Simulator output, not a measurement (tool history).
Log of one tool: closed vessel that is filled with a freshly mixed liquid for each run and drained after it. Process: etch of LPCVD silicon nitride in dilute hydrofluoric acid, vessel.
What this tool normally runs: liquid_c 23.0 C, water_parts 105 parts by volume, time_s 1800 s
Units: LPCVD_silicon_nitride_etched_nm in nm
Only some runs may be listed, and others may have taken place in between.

run   hour  liquid_c  water_parts  time_s  read-back film thickness of the LPCVD silicon nitride reference wafer, read on the same gauge (nm)  LPCVD_silicon_nitride_etched_nm
  1    0.0      26.0          135    1800                                                                                              100.04                             6.58
  2   30.0      23.0           75    1800                                                                                               99.99                             9.52
  3   50.3      23.0           75    1800                                                                                               99.93                             9.52
  4   84.2      23.0           75    1800                                                                                               99.98                             9.58
  5   97.0      23.0          105    2080                                                                                               99.99                             7.92
  6  114.4      23.0          120    1800                                                                                              100.01                             6.09
  7  133.9      23.0          120    1800                                                                                              100.03                             6.04
  8  157.8      23.0          120    1800                                                                                              100.03                             6.07
  9  172.5      23.0          145    1800                                                                                              100.00                             5.00
 10  203.9      23.0          145    1800                                                                                               99.97                             5.05
 11  237.7      23.0          135    1800                                                                                               99.99                             5.41
 12  254.6      23.0          135    1800                                                                                              100.01                             5.43
 13  274.1      24.5          105    2575                                                                                              100.02                            11.04
 14  292.7      23.0           85    1800                                                                                              100.04                             8.44
 15  328.5      19.5          105    2235                                                                                               99.98                             6.78
 16  344.9      23.0           60    1235                                                                                              100.02                             8.11
 17  379.4      27.0          105    1800                                                                                               99.95                             8.91
 18  406.2      20.0          150    1800                                                                                              100.02                             3.95
 19  438.1      23.0          125     860                                                                                               99.96                             2.76
 20  456.0      18.0          140     875                                                                                               99.95                             1.78
 21  477.6      20.5          105    1205                                                                                              100.04                             3.88
 22  508.1      23.0          105    1800                                                                                              100.00                             6.88
 23  530.6      20.0          150    1800                                                                                               99.98                             3.97
 24  547.1      23.0           60     930                                                                                               99.99                             6.21
 25  578.6      23.0          120     810                                                                                              100.02                             2.73
 26  591.9      23.0          105    1800                                                                                               99.98                             6.94
 27  611.9      21.5          105    1200                                                                                               99.97                             4.14

Not shown: 4 entries that the log had between the listed runs. Between which runs, and how does the tool's hidden state differ before and after?
From run 3 to run 4: gauge calibrated (hour 55.2)
  hydrofluoric acid flow above the setpoint (%): 1.37 -> 1.52
  measured less the result without the state, LPCVD_silicon_nitride_etched_nm: +0.13 -> +0.14 nm
From run 13 to run 14: thermometer replaced (hour 275.7); hydrofluoric acid flow meter replaced (hour 286.5)
  hydrofluoric acid flow above the setpoint (%): 2.33 -> 0.274
  measured less the result without the state, LPCVD_silicon_nitride_etched_nm: +0.25 -> +0.03 nm
From run 18 to run 19: gauge calibrated (hour 423.5)
  hydrofluoric acid flow above the setpoint (%): 0.758 -> 0.894
  measured less the result without the state, LPCVD_silicon_nitride_etched_nm: +0.03 -> +0.02 nm
